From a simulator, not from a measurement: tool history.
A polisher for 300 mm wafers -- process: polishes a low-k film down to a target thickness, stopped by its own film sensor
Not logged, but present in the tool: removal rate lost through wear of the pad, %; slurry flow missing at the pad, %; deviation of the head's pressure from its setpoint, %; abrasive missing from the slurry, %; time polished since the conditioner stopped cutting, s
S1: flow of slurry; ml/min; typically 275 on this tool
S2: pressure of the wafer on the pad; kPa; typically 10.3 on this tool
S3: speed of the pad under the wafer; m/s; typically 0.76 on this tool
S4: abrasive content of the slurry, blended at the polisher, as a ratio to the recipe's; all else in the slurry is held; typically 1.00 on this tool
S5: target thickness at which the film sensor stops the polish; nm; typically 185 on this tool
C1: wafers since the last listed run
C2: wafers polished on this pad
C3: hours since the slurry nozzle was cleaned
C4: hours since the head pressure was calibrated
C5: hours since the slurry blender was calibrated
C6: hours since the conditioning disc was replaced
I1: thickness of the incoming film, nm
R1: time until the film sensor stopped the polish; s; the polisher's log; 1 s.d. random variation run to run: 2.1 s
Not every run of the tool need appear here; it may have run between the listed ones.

{"run": 1, "hour": 0.0, "S1": 275, "S2": 10.3, "S3": 0.76, "S4": 1.0, "S5": 185, "C1": 0, "C2": 40, "C3": 571.0, "C4": 565.7, "C5": 152.6, "C6": 66.2, "I1": 220.9, "R1": 138.5}
{"run": 2, "hour": 6.4, "S1": 275, "S2": 10.3, "S3": 0.76, "S4": 1.0, "S5": 185, "C1": 41, "C2": 82, "C3": 577.4, "C4": 572.1, "C5": 159.0, "C6": 72.6, "I1": 218.8, "R1": 133.9}
{"run": 3, "hour": 15.6, "S1": 275, "S2": 10.3, "S3": 0.76, "S4": 1.0, "S5": 185, "C1": 60, "C2": 143, "C3": 586.6, "C4": 581.3, "C5": 168.2, "C6": 81.8, "I1": 217.7, "R1": 129.3}
{"run": 4, "hour": 26.6, "S1": 275, "S2": 10.3, "S3": 0.76, "S4": 1.0, "S5": 185, "C1": 72, "C2": 215, "C3": 597.6, "C4": 592.3, "C5": 179.2, "C6": 92.8, "I1": 223.3, "R1": 154.0}
{"run": 5, "hour": 32.7, "S1": 275, "S2": 10.3, "S3": 0.76, "S4": 1.0, "S5": 185, "C1": 40, "C2": 255, "C3": 603.7, "C4": 598.4, "C5": 185.3, "C6": 98.9, "I1": 218.2, "R1": 131.5}
{"run": 6, "hour": 45.6, "S1": 275, "S2": 10.3, "S3": 0.76, "S4": 1.0, "S5": 185, "C1": 84, "C2": 340, "C3": 616.6, "C4": 611.3, "C5": 198.2, "C6": 111.8, "I1": 219.0, "R1": 133.7}
{"run": 7, "hour": 57.9, "S1": 275, "S2": 10.3, "S3": 0.76, "S4": 1.0, "S5": 185, "C1": 80, "C2": 420, "C3": 628.9, "C4": 623.6, "C5": 210.5, "C6": 124.1, "I1": 219.8, "R1": 135.7}
{"run": 8, "hour": 72.0, "S1": 275, "S2": 10.3, "S3": 0.76, "S4": 1.0, "S5": 185, "C1": 92, "C2": 513, "C3": 643.0, "C4": 637.7, "C5": 224.6, "C6": 138.2, "I1": 220.7, "R1": 141.9}
{"run": 9, "hour": 87.3, "S1": 275, "S2": 12.4, "S3": 0.76, "S4": 1.0, "S5": 185, "C1": 100, "C2": 613, "C3": 658.3, "C4": 653.0, "C5": 239.9, "C6": 153.5, "I1": 215.5, "R1": 100.2}
{"hour": 94.0, "done": "worn pad replaced by a new one"}
{"run": 10, "hour": 99.1, "S1": 275, "S2": 10.3, "S3": 0.76, "S4": 1.0, "S5": 185, "C1": 51, "C2": 33, "C3": 670.1, "C4": 664.8, "C5": 251.7, "C6": 165.3, "I1": 218.3, "R1": 134.8}
{"run": 11, "hour": 111.2, "S1": 275, "S2": 10.3, "S3": 0.76, "S4": 1.25, "S5": 185, "C1": 79, "C2": 112, "C3": 682.2, "C4": 676.9, "C5": 263.8, "C6": 177.4, "I1": 216.7, "R1": 110.6}
{"hour": 122.9, "done": "head pressure recalibrated"}
{"run": 12, "hour": 141.0, "S1": 275, "S2": 10.3, "S3": 0.76, "S4": 1.0, "S5": 185, "C1": 182, "C2": 295, "C3": 712.0, "C4": 18.1, "C5": 293.6, "C6": 207.2, "I1": 217.9, "R1": 136.4}
{"run": 13, "hour": 158.5, "S1": 275, "S2": 11.0, "S3": 0.9, "S4": 1.0, "S5": 185, "C1": 114, "C2": 410, "C3": 729.5, "C4": 35.6, "C5": 311.1, "C6": 224.7, "I1": 222.1, "R1": 127.7}
{"hour": 167.5, "done": "conditioning disc replaced and pad reconditioned"}
{"run": 14, "hour": 168.2, "S1": 185, "S2": 10.3, "S3": 0.82, "S4": 1.0, "S5": 185, "C1": 50, "C2": 460, "C3": 739.2, "C4": 45.3, "C5": 320.8, "C6": 0.7, "I1": 221.0, "R1": 137.8}
{"run": 15, "hour": 184.3, "S1": 275, "S2": 6.9, "S3": 0.76, "S4": 1.0, "S5": 185, "C1": 105, "C2": 566, "C3": 755.3, "C4": 61.4, "C5": 336.9, "C6": 16.8, "I1": 219.2, "R1": 191.0}
{"hour": 194.9, "done": "worn pad replaced by a new one, of another model than before"}
{"run": 16, "hour": 200.5, "S1": 320, "S2": 9.7, "S3": 0.76, "S4": 1.25, "S5": 185, "C1": 80, "C2": 36, "C3": 771.5, "C4": 77.6, "C5": 353.1, "C6": 33.0, "I1": 221.9, "R1": 128.6}
{"hour": 204.1, "done": "slurry blender recalibrated"}
{"run": 17, "hour": 213.6, "S1": 275, "S2": 10.3, "S3": 0.76, "S4": 1.0, "S5": 185, "C1": 72, "C2": 109, "C3": 784.6, "C4": 90.7, "C5": 9.5, "C6": 46.1, "I1": 222.0, "R1": 142.2}
{"run": 18, "hour": 226.7, "S1": 275, "S2": 10.3, "S3": 0.76, "S4": 1.0, "S5": 185, "C1": 85, "C2": 195, "C3": 797.7, "C4": 103.8, "C5": 22.6, "C6": 59.2, "I1": 221.9, "R1": 147.5}
{"hour": 235.3, "done": "slurry nozzle cleaned"}
{"run": 19, "hour": 240.2, "S1": 300, "S2": 10.3, "S3": 0.68, "S4": 1.0, "S5": 185, "C1": 81, "C2": 277, "C3": 4.9, "C4": 117.3, "C5": 36.1, "C6": 72.7, "I1": 218.9, "R1": 137.8}
{"run": 20, "hour": 251.7, "S1": 275, "S2": 10.3, "S3": 0.76, "S4": 1.0, "S5": 185, "C1": 75, "C2": 352, "C3": 16.4, "C4": 128.8, "C5": 47.6, "C6": 84.2, "I1": 219.9, "R1": 136.5}
{"run": 21, "hour": 262.4, "S1": 275, "S2": 10.3, "S3": 0.76, "S4": 1.0, "S5": 185, "C1": 70, "C2": 422, "C3": 27.1, "C4": 139.5, "C5": 58.3, "C6": 94.9, "I1": 219.1, "R1": 134.7}
{"run": 22, "hour": 277.9, "S1": 275, "S2": 13.1, "S3": 0.76, "S4": 1.1, "S5": 185, "C1": 101, "C2": 524, "C3": 42.6, "C4": 155.0, "C5": 73.8, "C6": 110.4, "I1": 220.8, "R1": 110.2}
{"run": 23, "hour": 289.4, "S1": 275, "S2": 8.3, "S3": 0.56, "S4": 1.25, "S5": 180, "C1": 75, "C2": 599, "C3": 54.1, "C4": 166.5, "C5": 85.3, "C6": 121.9, "I1": 219.8, "R1": 183.8}
{"run": 24, "hour": 296.8, "S1": 275, "S2": 10.3, "S3": 0.76, "S4": 0.8, "S5": 185, "C1": 48, "C2": 648, "C3": 61.5, "C4": 173.9, "C5": 92.7, "C6": 129.3, "I1": 218.4, "R1": 163.2}
{"run": 25, "hour": 312.0, "S1": 275, "S2": 6.9, "S3": 0.76, "S4": 0.75, "S5": 185, "C1": 99, "C2": 748, "C3": 76.7, "C4": 189.1, "C5": 107.9, "C6": 144.5, "I1": 217.2, "R1": 228.1}

Branching from run 25: 5 alternative next runs. What would each branch give?
{"run": "A", "hour": 312.5, "S1": 275, "S2": 10.3, "S3": 0.76, "S4": 1.0, "S5": 185, "C1": 3, "C2": 751, "C3": 77.2, "C4": 189.6, "C5": 108.4, "C6": 145.0, "I1": 220.0, "R1": "?"}
{"run": "B", "hour": 312.5, "S1": 215, "S2": 12.4, "S3": 0.68, "S4": 1.0, "S5": 177, "C1": 3, "C2": 751, "C3": 77.2, "C4": 189.6, "C5": 108.4, "C6": 145.0, "I1": 220.0, "R1": "?"}
{"run": "C", "hour": 312.5, "S1": 335, "S2": 10.3, "S3": 0.76, "S4": 1.0, "S5": 185, "C1": 3, "C2": 751, "C3": 77.2, "C4": 189.6, "C5": 108.4, "C6": 145.0, "I1": 220.0, "R1": "?"}
{"run": "D", "hour": 312.5, "S1": 275, "S2": 9.0, "S3": 0.76, "S4": 0.8, "S5": 185, "C1": 3, "C2": 751, "C3": 77.2, "C4": 189.6, "C5": 108.4, "C6": 145.0, "I1": 220.0, "R1": "?"}
{"run": "E", "hour": 312.5, "S1": 275, "S2": 9.0, "S3": 0.92, "S4": 1.0, "S5": 177, "C1": 3, "C2": 751, "C3": 77.2, "C4": 189.6, "C5": 108.4, "C6": 145.0, "I1": 220.0, "R1": "?"}

run=A R1=136.5
run=B R1=165.7
run=C R1=132.8
run=D R1=185.5
run=E R1=167.1
What these runs would have given with no unlogged condition in the tool:
run=A R1=130.2
run=B R1=157.7
run=C R1=126.6
run=D R1=177.6
run=E R1=159.2
